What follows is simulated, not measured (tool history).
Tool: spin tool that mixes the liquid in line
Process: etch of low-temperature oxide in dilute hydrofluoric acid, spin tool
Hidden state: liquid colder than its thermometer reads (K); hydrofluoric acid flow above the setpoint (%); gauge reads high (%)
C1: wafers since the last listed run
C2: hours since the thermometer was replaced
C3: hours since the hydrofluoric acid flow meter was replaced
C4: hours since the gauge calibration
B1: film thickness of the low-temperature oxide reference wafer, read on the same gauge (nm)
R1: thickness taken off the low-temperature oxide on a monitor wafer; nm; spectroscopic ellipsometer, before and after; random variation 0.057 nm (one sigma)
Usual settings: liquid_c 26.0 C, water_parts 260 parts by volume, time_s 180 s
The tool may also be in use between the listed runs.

{"run": 1, "day": 0.0, "liquid_c": 26.0, "water_parts": 260, "time_s": 180, "C1": 0, "C2": 936.5, "C3": 2022.3, "C4": 203.3, "B1": 80.0, "R1": 12.25}
{"run": 2, "day": 2.188, "liquid_c": 26.0, "water_parts": 350, "time_s": 180, "C1": 469, "C2": 989.0, "C3": 2074.8, "C4": 255.8, "B1": 80.01, "R1": 8.41}
{"run": 3, "day": 2.838, "liquid_c": 26.0, "water_parts": 350, "time_s": 180, "C1": 139, "C2": 1004.6, "C3": 2090.4, "C4": 271.4, "B1": 79.98, "R1": 8.28}
{"run": 4, "day": 4.2, "liquid_c": 26.0, "water_parts": 350, "time_s": 180, "C1": 292, "C2": 1037.3, "C3": 2123.1, "C4": 304.1, "B1": 79.96, "R1": 8.3}
{"run": 5, "day": 4.688, "liquid_c": 26.0, "water_parts": 260, "time_s": 180, "C1": 104, "C2": 1049.0, "C3": 2134.8, "C4": 315.8, "B1": 80.01, "R1": 12.26}
{"run": 6, "day": 5.138, "liquid_c": 28.0, "water_parts": 260, "time_s": 180, "C1": 96, "C2": 1059.8, "C3": 2145.6, "C4": 326.6, "B1": 80.02, "R1": 13.13}
{"day": 5.45, "done": "gauge calibrated"}
{"run": 7, "day": 5.858, "liquid_c": 24.5, "water_parts": 175, "time_s": 180, "C1": 154, "C2": 1077.1, "C3": 2162.9, "C4": 9.8, "B1": 79.98, "R1": 18.79}
{"run": 8, "day": 6.217, "liquid_c": 26.0, "water_parts": 260, "time_s": 180, "C1": 76, "C2": 1085.7, "C3": 2171.5, "C4": 18.4, "B1": 80.0, "R1": 12.33}
{"day": 6.812, "done": "hydrofluoric acid flow meter replaced"}
{"run": 9, "day": 6.908, "liquid_c": 26.0, "water_parts": 260, "time_s": 180, "C1": 139, "C2": 1102.3, "C3": 2.3, "C4": 35.0, "B1": 80.02, "R1": 10.86}
{"run": 10, "day": 7.175, "liquid_c": 26.0, "water_parts": 180, "time_s": 265, "C1": 57, "C2": 1108.7, "C3": 8.7, "C4": 41.4, "B1": 79.99, "R1": 25.23}
{"run": 11, "day": 7.696, "liquid_c": 27.5, "water_parts": 260, "time_s": 135, "C1": 111, "C2": 1121.2, "C3": 21.2, "C4": 53.9, "B1": 79.96, "R1": 8.68}
{"day": 8.021, "done": "thermometer replaced"}
{"run": 12, "day": 8.275, "liquid_c": 29.0, "water_parts": 385, "time_s": 150, "C1": 115, "C2": 6.1, "C3": 35.1, "C4": 67.8, "B1": 79.99, "R1": 5.92}
{"run": 13, "day": 8.908, "liquid_c": 21.0, "water_parts": 260, "time_s": 140, "C1": 135, "C2": 21.3, "C3": 50.3, "C4": 83.0, "B1": 79.99, "R1": 7.1}
{"run": 14, "day": 9.304, "liquid_c": 24.5, "water_parts": 175, "time_s": 180, "C1": 84, "C2": 30.8, "C3": 59.8, "C4": 92.5, "B1": 79.97, "R1": 16.72}
{"run": 15, "day": 9.742, "liquid_c": 24.0, "water_parts": 320, "time_s": 225, "C1": 93, "C2": 41.3, "C3": 70.3, "C4": 103.0, "B1": 80.0, "R1": 9.73}
{"run": 16, "day": 10.467, "liquid_c": 26.0, "water_parts": 340, "time_s": 150, "C1": 155, "C2": 58.7, "C3": 87.7, "C4": 120.4, "B1": 80.04, "R1": 6.44}
{"run": 17, "day": 10.838, "liquid_c": 23.0, "water_parts": 345, "time_s": 135, "C1": 79, "C2": 67.6, "C3": 96.6, "C4": 129.3, "B1": 80.01, "R1": 5.08}
{"run": 18, "day": 11.512, "liquid_c": 26.0, "water_parts": 260, "time_s": 180, "C1": 144, "C2": 83.8, "C3": 112.8, "C4": 145.5, "B1": 79.98, "R1": 10.87}
{"run": 19, "day": 13.054, "liquid_c": 24.5, "water_parts": 225, "time_s": 85, "C1": 331, "C2": 120.8, "C3": 149.8, "C4": 182.5, "B1": 80.0, "R1": 5.87}

4 ways to go on from here, each from the tool as it stands after run 19. What would each give?
{"run": "A", "day": 13.075, "liquid_c": 26.0, "water_parts": 260, "time_s": 180, "C1": 4, "C2": 121.3, "C3": 150.3, "C4": 183.0, "B1": "?", "R1": "?"}
{"run": "B", "day": 13.075, "liquid_c": 26.0, "water_parts": 315, "time_s": 180, "C1": 4, "C2": 121.3, "C3": 150.3, "C4": 183.0, "B1": "?", "R1": "?"}
{"run": "C", "day": 13.075, "liquid_c": 30.5, "water_parts": 260, "time_s": 180, "C1": 4, "C2": 121.3, "C3": 150.3, "C4": 183.0, "B1": "?", "R1": "?"}
{"run": "D", "day": 13.075, "liquid_c": 23.0, "water_parts": 260, "time_s": 280, "C1": 4, "C2": 121.3, "C3": 150.3, "C4": 183.0, "B1": "?", "R1": "?"}

run=A B1=80.01 R1=11.07
run=B B1=80.01 R1=8.64
run=C B1=80.01 R1=12.90
run=D B1=80.01 R1=15.48
Without the tool's hidden state the same runs would have given:
run=A R1=10.85
run=B R1=8.47
run=C R1=12.64
run=D R1=15.19
